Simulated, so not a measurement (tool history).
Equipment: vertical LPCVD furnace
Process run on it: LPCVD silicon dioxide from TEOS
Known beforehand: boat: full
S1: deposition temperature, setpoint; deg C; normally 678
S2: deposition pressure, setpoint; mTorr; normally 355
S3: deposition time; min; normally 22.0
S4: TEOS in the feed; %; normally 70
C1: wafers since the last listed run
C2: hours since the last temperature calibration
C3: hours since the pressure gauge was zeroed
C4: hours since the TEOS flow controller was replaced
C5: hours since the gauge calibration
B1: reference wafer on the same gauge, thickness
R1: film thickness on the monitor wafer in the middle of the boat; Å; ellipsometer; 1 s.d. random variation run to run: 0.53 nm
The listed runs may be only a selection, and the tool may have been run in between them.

run	hour	S1	S2	S3	S4	C1	C2	C3	C4	C5	B1	R1
1	0.0	678	355	22.0	70	0	1994.8	1015.7	2793.2	112.4	91.97	1107.1
2	35.1	678	355	22.0	70	555	2029.9	1050.8	2828.3	147.5	92.02	1110.7
3	57.5	678	355	22.0	70	354	2052.3	1073.2	2850.7	169.9	91.97	1105.9
4	84.3	678	355	22.0	70	424	2079.1	1100.0	2877.5	196.7	91.99	1128.0
5	116.5	678	355	22.0	70	510	2111.3	1132.2	2909.7	228.9	91.97	1131.6
6	134.8	678	355	22.0	70	289	2129.6	1150.5	2928.0	247.2	92.08	1119.3
7	160.9	678	355	22.0	70	413	2155.7	1176.6	2954.1	273.3	92.10	1123.4
8	181.4	678	355	22.0	70	324	2176.2	1197.1	2974.6	293.8	91.99	1125.6
9	217.2	678	355	22.0	70	567	2212.0	1232.9	3010.4	329.6	91.97	1129.5
10	230.3	678	355	22.0	70	207	2225.1	1246.0	3023.5	342.7	91.97	1124.3
11	257.2	678	355	22.0	70	426	2252.0	1272.9	3050.4	369.6	92.02	1119.4
12	284.8	678	385	22.0	70	437	2279.6	1300.5	3078.0	397.2	92.04	1168.5
# hour 299.4: gauge calibrated
# hour 310.3: thermocouples replaced and temperature profile calibrated
13	318.9	673	355	28.5	84	159	8.6	1334.6	3112.1	19.5	91.93	1273.6
14	331.5	683	355	22.0	70	199	21.2	1347.2	3124.7	32.1	92.09	1145.6
# hour 359.1: pressure gauge zeroed
# hour 365.6: TEOS flow controller replaced
15	366.1	678	355	18.5	79	65	55.8	7.0	0.5	66.7	91.92	912.2
16	397.6	678	425	25.0	82	498	87.3	38.5	32.0	98.2	92.06	1365.3
17	428.4	678	425	22.0	57	487	118.1	69.3	62.8	129.0	91.99	1009.2
18	454.0	678	355	18.0	70	405	143.7	94.9	88.4	154.6	92.04	839.4
19	470.3	678	445	22.0	70	258	160.0	111.2	104.7	170.9	92.06	1141.8
20	504.7	678	355	22.0	70	544	194.4	145.6	139.1	205.3	91.94	1026.7
21	519.7	683	355	29.5	83	237	209.4	160.6	154.1	220.3	91.99	1674.8
22	553.7	678	355	22.0	70	538	243.4	194.6	188.1	254.3	91.90	1018.6
23	566.1	674	355	22.0	63	196	255.8	207.0	200.5	266.7	92.04	885.5
24	585.9	678	355	22.0	70	313	275.6	226.8	220.3	286.5	92.11	1031.6

Predict each of these 5 candidate next runs independently; none follows another, all start after run 24:
A	590.7	678	355	16.5	70	76	280.4	231.6	225.1	291.3	?	?
B	590.7	682	355	22.0	60	76	280.4	231.6	225.1	291.3	?	?
C	590.7	684	275	13.5	77	76	280.4	231.6	225.1	291.3	?	?
D	590.7	689	325	25.5	70	76	280.4	231.6	225.1	291.3	?	?
E	590.7	678	355	19.5	83	76	280.4	231.6	225.1	291.3	?	?

run	B1	R1
A	92.05	774.8
B	92.05	1053.7
C	92.05	676.5
D	92.05	1492.6
E	92.05	997.1
Take away the tool's hidden state, keep each run's random variation, and the runs would have read:
run	R1
A	761.6
B	1035.9
C	665.1
D	1467.7
E	980.1

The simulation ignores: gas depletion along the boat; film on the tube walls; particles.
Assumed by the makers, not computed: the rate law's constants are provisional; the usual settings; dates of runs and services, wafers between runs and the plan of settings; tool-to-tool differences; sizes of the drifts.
